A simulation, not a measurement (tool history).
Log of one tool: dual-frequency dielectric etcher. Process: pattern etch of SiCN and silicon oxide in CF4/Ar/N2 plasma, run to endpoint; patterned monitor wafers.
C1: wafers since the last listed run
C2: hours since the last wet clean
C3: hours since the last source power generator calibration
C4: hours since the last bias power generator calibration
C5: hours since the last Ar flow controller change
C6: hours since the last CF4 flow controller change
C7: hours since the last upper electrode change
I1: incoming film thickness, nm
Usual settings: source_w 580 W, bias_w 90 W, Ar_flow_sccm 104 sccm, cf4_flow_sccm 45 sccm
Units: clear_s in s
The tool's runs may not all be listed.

Run 1, day 0.000: usual settings but cf4_flow_sccm 38 sccm; C1 0; C2 296.5; C3 1514.1; C4 1852.7; C5 6125.6; C6 3212.4; C7 4204.3; I1 13.17. Result: clear_s 12.7 s.
Run 2, day 0.625: usual settings but cf4_flow_sccm 38 sccm; C1 214; C2 311.5; C3 1529.1; C4 1867.7; C5 6140.6; C6 3227.4; C7 4219.3; I1 13.07. Result: clear_s 12.6 s.
Run 3, day 1.004: usual settings but cf4_flow_sccm 38 sccm; C1 130; C2 320.6; C3 1538.2; C4 1876.8; C5 6149.7; C6 3236.5; C7 4228.4; I1 13.07. Result: clear_s 12.4 s.
Run 4, day 1.292: usual settings; C1 98; C2 327.5; C3 1545.1; C4 1883.7; C5 6156.6; C6 3243.4; C7 4235.3; I1 13.06. Result: clear_s 12.1 s.
Run 5, day 1.671: usual settings; C1 130; C2 336.6; C3 1554.2; C4 1892.8; C5 6165.7; C6 3252.5; C7 4244.4; I1 13.04. Result: clear_s 12.0 s.
Run 6, day 2.104: usual settings; C1 148; C2 347.0; C3 1564.6; C4 1903.2; C5 6176.1; C6 3262.9; C7 4254.8; I1 13.08. Result: clear_s 12.2 s.
At day 2.938: CF4 flow controller replaced.
At day 3.467: wet clean of the chamber.
Run 7, day 3.488: usual settings; C1 208; C2 0.5; C3 1597.8; C4 1936.4; C5 6209.3; C6 13.2; C7 4288.0; I1 13.04. Result: clear_s 12.7 s.
Run 8, day 3.500: usual settings; C1 4; C2 0.8; C3 1598.1; C4 1936.7; C5 6209.6; C6 13.5; C7 4288.3; I1 13.10. Result: clear_s 12.9 s.
Run 9, day 3.562: usual settings; C1 21; C2 2.3; C3 1599.6; C4 1938.2; C5 6211.1; C6 15.0; C7 4289.8; I1 13.13. Result: clear_s 12.9 s.
Run 10, day 4.058: usual settings; C1 170; C2 14.2; C3 1611.5; C4 1950.1; C5 6223.0; C6 26.9; C7 4301.7; I1 13.11. Result: clear_s 12.6 s.
Run 11, day 4.408: usual settings but bias_w 76 W; C1 120; C2 22.6; C3 1619.9; C4 1958.5; C5 6231.4; C6 35.3; C7 4310.1; I1 13.06. Result: clear_s 13.8 s.
At day 5.088: bias power generator calibrated.
At day 5.758: upper electrode replaced.
Run 12, day 5.779: usual settings but bias_w 74 W, cf4_flow_sccm 40 sccm; C1 183; C2 55.5; C3 1652.8; C4 16.6; C5 6264.3; C6 68.2; C7 0.5; I1 13.20. Result: clear_s 14.4 s.
Run 13, day 5.792: usual settings but bias_w 102 W; C1 4; C2 55.8; C3 1653.1; C4 16.9; C5 6264.6; C6 68.5; C7 0.8; I1 13.05. Result: clear_s 12.0 s.
At day 6.554: Ar flow controller replaced.
At day 6.617: source power generator calibrated.
Run 14, day 7.542: usual settings; C1 493; C2 97.8; C3 22.2; C4 58.9; C5 23.7; C6 110.5; C7 42.8; I1 13.11. Result: clear_s 12.7 s.
Run 15, day 8.271: usual settings but source_w 710 W, bias_w 75 W, Ar_flow_sccm 127 sccm, cf4_flow_sccm 34 sccm; C1 250; C2 115.3; C3 39.7; C4 76.4; C5 41.2; C6 128.0; C7 60.3; I1 13.16. Result: clear_s 12.6 s.
Run 16, day 8.754: usual settings but Ar_flow_sccm 117 sccm; C1 165; C2 126.9; C3 51.3; C4 88.0; C5 52.8; C6 139.6; C7 71.9; I1 13.08. Result: clear_s 12.9 s.
Run 17, day 9.162: usual settings but Ar_flow_sccm 97 sccm, cf4_flow_sccm 36 sccm; C1 140; C2 136.7; C3 61.1; C4 97.8; C5 62.6; C6 149.4; C7 81.7; I1 13.19. Result: clear_s 13.0 s.
Run 18, day 9.612: usual settings but bias_w 98 W, Ar_flow_sccm 119 sccm, cf4_flow_sccm 52 sccm; C1 154; C2 147.5; C3 71.9; C4 108.6; C5 73.4; C6 160.2; C7 92.5; I1 13.14. Result: clear_s 12.0 s.

How the hidden state differs across the entries between the runs, from the last listed run before each to the first after it:
Between runs 6 and 7: CF4 flow controller replaced (day 2.938); wet clean of the chamber (day 3.467)
  etch rate over this chamber's usual, %: 4.29 -> -0.755
  measured less the result without the state, clear_s: -0.5 -> +0.1 s
Between runs 11 and 12: bias power generator calibrated (day 5.088); upper electrode replaced (day 5.758)
  etch rate over this chamber's usual, %: -0.49 -> -0.0948
  measured less the result without the state, clear_s: +0.1 -> +0.0 s
Between runs 13 and 14: Ar flow controller replaced (day 6.554); source power generator calibrated (day 6.617)
  etch rate over this chamber's usual, %: -0.0912 -> 0.413
  measured less the result without the state, clear_s: +0.0 -> +0.0 s
